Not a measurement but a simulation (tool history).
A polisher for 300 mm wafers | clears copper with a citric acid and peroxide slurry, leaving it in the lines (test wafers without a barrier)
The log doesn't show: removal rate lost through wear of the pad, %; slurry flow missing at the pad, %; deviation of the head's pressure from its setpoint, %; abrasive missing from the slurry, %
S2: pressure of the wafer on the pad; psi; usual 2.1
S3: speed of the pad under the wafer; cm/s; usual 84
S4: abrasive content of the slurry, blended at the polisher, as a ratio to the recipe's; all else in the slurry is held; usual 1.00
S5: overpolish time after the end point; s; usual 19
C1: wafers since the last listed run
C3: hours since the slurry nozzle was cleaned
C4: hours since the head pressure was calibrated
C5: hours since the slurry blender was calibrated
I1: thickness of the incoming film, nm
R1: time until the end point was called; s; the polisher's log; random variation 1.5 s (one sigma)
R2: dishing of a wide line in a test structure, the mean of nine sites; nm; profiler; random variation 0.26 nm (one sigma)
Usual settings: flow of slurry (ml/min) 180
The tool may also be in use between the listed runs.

Run 1, hour 0.0: usual settings; C1 0; wafers polished on this pad 275; C3 105.4; C4 132.9; C5 141.7; I1 157.4. Result: R1 121.6 s, R2 19.0 nm.
Run 2, hour 20.8: usual settings; C1 158; wafers polished on this pad 434; C3 126.2; C4 153.7; C5 162.5; I1 153.8. Result: R1 118.9 s, R2 19.2 nm.
Run 3, hour 39.0: usual settings but S5 13 s; C1 139; wafers polished on this pad 573; C3 144.4; C4 171.9; C5 180.7; I1 154.4. Result: R1 114.2 s, R2 13.6 nm.
Run 4, hour 55.3: usual settings but flow of slurry (ml/min) 165; C1 124; wafers polished on this pad 698; C3 160.7; C4 188.2; C5 197.0; I1 154.1. Result: R1 118.4 s, R2 19.1 nm.
Run 5, hour 72.6: usual settings but flow of slurry (ml/min) 165; C1 132; wafers polished on this pad 830; C3 178.0; C4 205.5; C5 214.3; I1 154.0. Result: R1 117.8 s, R2 19.5 nm.
Run 6, hour 90.6: usual settings but flow of slurry (ml/min) 165; C1 137; wafers polished on this pad 968; C3 196.0; C4 223.5; C5 232.3; I1 157.5. Result: R1 120.7 s, R2 19.4 nm.
At hour 103.2: worn pad replaced by a new one.
Run 7, hour 186.3: usual settings; C1 700; wafers polished on this pad 634; C3 291.7; C4 319.2; C5 328.0; I1 157.7. Result: R1 117.8 s, R2 20.1 nm.
Run 8, hour 212.6: usual settings; C1 200; wafers polished on this pad 835; C3 318.0; C4 345.5; C5 354.3; I1 153.5. Result: R1 112.2 s, R2 20.3 nm.
Run 9, hour 229.5: usual settings but S4 0.90; C1 129; wafers polished on this pad 964; C3 334.9; C4 362.4; C5 371.2; I1 155.5. Result: R1 117.4 s, R2 19.3 nm.
At hour 240.6: worn pad replaced by a new one.
At hour 247.7: slurry blender recalibrated.
At hour 251.9: slurry nozzle cleaned.
Run 10, hour 252.4: usual settings but S4 0.90; C1 121; wafers polished on this pad 67; C3 0.5; C4 385.3; C5 4.7; I1 155.9. Result: R1 116.7 s, R2 20.3 nm.
Run 11, hour 278.3: usual settings; C1 197; wafers polished on this pad 265; C3 26.4; C4 411.2; C5 30.6; I1 156.4. Result: R1 113.2 s, R2 20.9 nm.
At hour 311.4: head pressure recalibrated.
Run 12, hour 313.2: usual settings; C1 251; wafers polished on this pad 516; C3 61.3; C4 1.8; C5 65.5; I1 157.2. Result: R1 121.8 s, R2 19.1 nm.
Run 13, hour 330.6: usual settings; C1 132; wafers polished on this pad 649; C3 78.7; C4 19.2; C5 82.9; I1 153.4. Result: R1 118.1 s, R2 19.2 nm.
Run 14, hour 351.2: usual settings; C1 157; wafers polished on this pad 806; C3 99.3; C4 39.8; C5 103.5; I1 154.0. Result: R1 118.6 s, R2 19.2 nm.
At hour 360.8: worn pad replaced by a new one.
Run 15, hour 374.3: usual settings but S5 28 s; C1 145; wafers polished on this pad 103; C3 122.4; C4 62.9; C5 126.6; I1 153.7. Result: R1 120.9 s, R2 27.7 nm.
Run 16, hour 405.2: usual settings but flow of slurry (ml/min) 230, S3 110 cm/s, S4 1.20; C1 236; wafers polished on this pad 339; C3 153.3; C4 93.8; C5 157.5; I1 155.7. Result: R1 88.7 s, R2 25.7 nm.
Run 17, hour 425.5: usual settings but S4 0.80; C1 155; wafers polished on this pad 494; C3 173.6; C4 114.1; C5 177.8; I1 153.8. Result: R1 123.1 s, R2 18.3 nm.
Run 18, hour 445.6: usual settings; C1 153; wafers polished on this pad 647; C3 193.7; C4 134.2; C5 197.9; I1 152.3. Result: R1 118.4 s, R2 18.9 nm.
Run 19, hour 474.4: usual settings but S5 29 s; C1 220; wafers polished on this pad 868; C3 222.5; C4 163.0; C5 226.7; I1 153.9. Result: R1 118.4 s, R2 29.0 nm.
At hour 500.8: worn pad replaced by a new one.
Run 20, hour 501.3: usual settings but S2 1.7 psi, S5 26 s; C1 175; wafers polished on this pad 3; C3 249.4; C4 189.9; C5 253.6; I1 154.4. Result: R1 145.0 s, R2 21.8 nm.
Run 21, hour 527.4: usual settings; C1 199; wafers polished on this pad 203; C3 275.5; C4 216.0; C5 279.7; I1 153.6. Result: R1 113.4 s, R2 19.4 nm.
Run 22, hour 548.9: usual settings; C1 164; wafers polished on this pad 367; C3 297.0; C4 237.5; C5 301.2; I1 153.5. Result: R1 116.2 s, R2 19.5 nm.
Run 23, hour 561.5: usual settings but S3 68 cm/s, S4 0.85, S5 24 s; C1 96; wafers polished on this pad 464; C3 309.6; C4 250.1; C5 313.8; I1 154.1. Result: R1 145.7 s, R2 19.8 nm.
At hour 571.9: slurry nozzle cleaned.
Run 24, hour 584.3: usual settings but flow of slurry (ml/min) 160, S4 0.75, S5 28 s; C1 166; wafers polished on this pad 630; C3 12.4; C4 272.9; C5 336.6; I1 152.9. Result: R1 125.5 s, R2 26.6 nm.
Run 25, hour 615.6: usual settings but S2 1.9 psi; C1 239; wafers polished on this pad 869; C3 43.7; C4 304.2; C5 367.9; I1 157.1. Result: R1 127.9 s, R2 18.0 nm.
At hour 629.3: worn pad replaced by a new one.
At hour 632.0: slurry blender recalibrated.
Run 26, hour 635.7: usual settings; C1 107; wafers polished on this pad 33; C3 63.8; C4 324.3; C5 3.7; I1 158.0. Result: R1 115.0 s, R2 19.5 nm.

3 ways to go on from here, each from the tool as it stands after run 26. What would each give?
Run A, hour 636.2: usual settings; C1 3; wafers polished on this pad 37; C3 64.3; C4 324.8; C5 4.2; I1 152.5. Result: R1 ?, R2 ?.
Run B, hour 636.2: usual settings but flow of slurry (ml/min) 120, S2 1.5 psi, S5 11 s; C1 3; wafers polished on this pad 37; C3 64.3; C4 324.8; C5 4.2; I1 152.5. Result: R1 ?, R2 ?.
Run C, hour 636.2: usual settings but flow of slurry (ml/min) 140, S5 11 s; C1 3; wafers polished on this pad 37; C3 64.3; C4 324.8; C5 4.2; I1 152.5. Result: R1 ?, R2 ?.

run     R1    R2
  A  113.8  20.2
  B  167.0   8.3
  C  118.0  11.6
Without the tool's hidden state the same runs would have given:
run     R1    R2
  A  121.3  19.0
  B  177.8   7.8
  C  125.8  10.9

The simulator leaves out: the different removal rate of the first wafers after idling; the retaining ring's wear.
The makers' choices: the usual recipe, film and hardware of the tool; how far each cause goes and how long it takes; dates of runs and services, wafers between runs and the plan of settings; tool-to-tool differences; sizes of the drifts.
